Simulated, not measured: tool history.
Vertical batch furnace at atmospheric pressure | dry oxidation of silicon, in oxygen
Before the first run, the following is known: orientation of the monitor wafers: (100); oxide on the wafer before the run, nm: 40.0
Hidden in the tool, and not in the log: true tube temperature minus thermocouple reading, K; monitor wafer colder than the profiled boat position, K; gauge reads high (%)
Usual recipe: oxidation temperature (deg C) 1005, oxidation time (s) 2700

run,hour,oxidation temperature (deg C),oxidation time (s),wafers since the last listed run,hours since the last temperature calibration,hours since the boat lift was adjusted,hours since the gauge calibration,"read-back reference wafer on the same gauge, thickness",oxide thickness on the monitor wafer (nm)
1,0.0,1005,3720,0,4645.0,1997.6,298.3,73.26,72.26
2,47.3,1005,2700,938,4692.3,2044.9,345.6,73.28,63.99
3,117.1,1005,2700,1385,4762.1,2114.7,415.4,73.34,63.98
4,194.3,1005,2700,1532,4839.3,2191.9,492.6,73.29,63.96
5,257.2,1005,2700,1248,4902.2,2254.8,555.5,73.31,63.58
6,324.2,1005,2700,1329,4969.2,2321.8,622.5,73.28,63.55
# hour 376.8: thermocouples replaced and temperature profile calibrated
# hour 380.1: boat lift adjusted
7,380.6,1005,2700,578,3.8,0.5,678.9,73.33,64.81
8,427.6,1005,2700,932,50.8,47.5,725.9,73.28,64.86
9,467.1,1005,2700,784,90.3,87.0,765.4,73.28,64.77
10,566.1,1005,1980,1965,189.3,186.0,864.4,73.27,58.76
11,656.1,989,3900,1786,279.3,276.0,954.4,73.24,69.25
# hour 732.8: gauge calibrated
12,754.3,1005,2700,1949,377.5,374.2,21.5,73.28,65.02
13,805.2,1020,3870,1010,428.4,425.1,72.4,73.22,81.01
14,848.6,1005,2700,861,471.8,468.5,115.8,73.35,64.85
15,900.1,986,2700,1022,523.3,520.0,167.3,73.28,60.00
16,983.9,995,3030,1663,607.1,603.8,251.1,73.34,64.40
17,1082.9,980,3660,1965,706.1,702.8,350.1,73.28,64.98
18,1182.8,1005,2700,1982,806.0,802.7,450.0,73.25,64.77
19,1223.5,1012,2700,807,846.7,843.4,490.7,73.33,67.15

The tool's hidden state at each run:
true tube temperature minus thermocouple reading, K: 0 in every run
gauge reads high (%): 0 in every run
H1: monitor wafer colder than the profiled boat position, K
run,H1
1,3.43
2,3.57
3,3.77
4,4
5,4.2
6,4.42
7,0.132
8,0.133
9,0.137
10,0.156
11,0.185
12,0.23
13,0.259
14,0.286
15,0.322
16,0.388
17,0.479
18,0.584
19,0.631
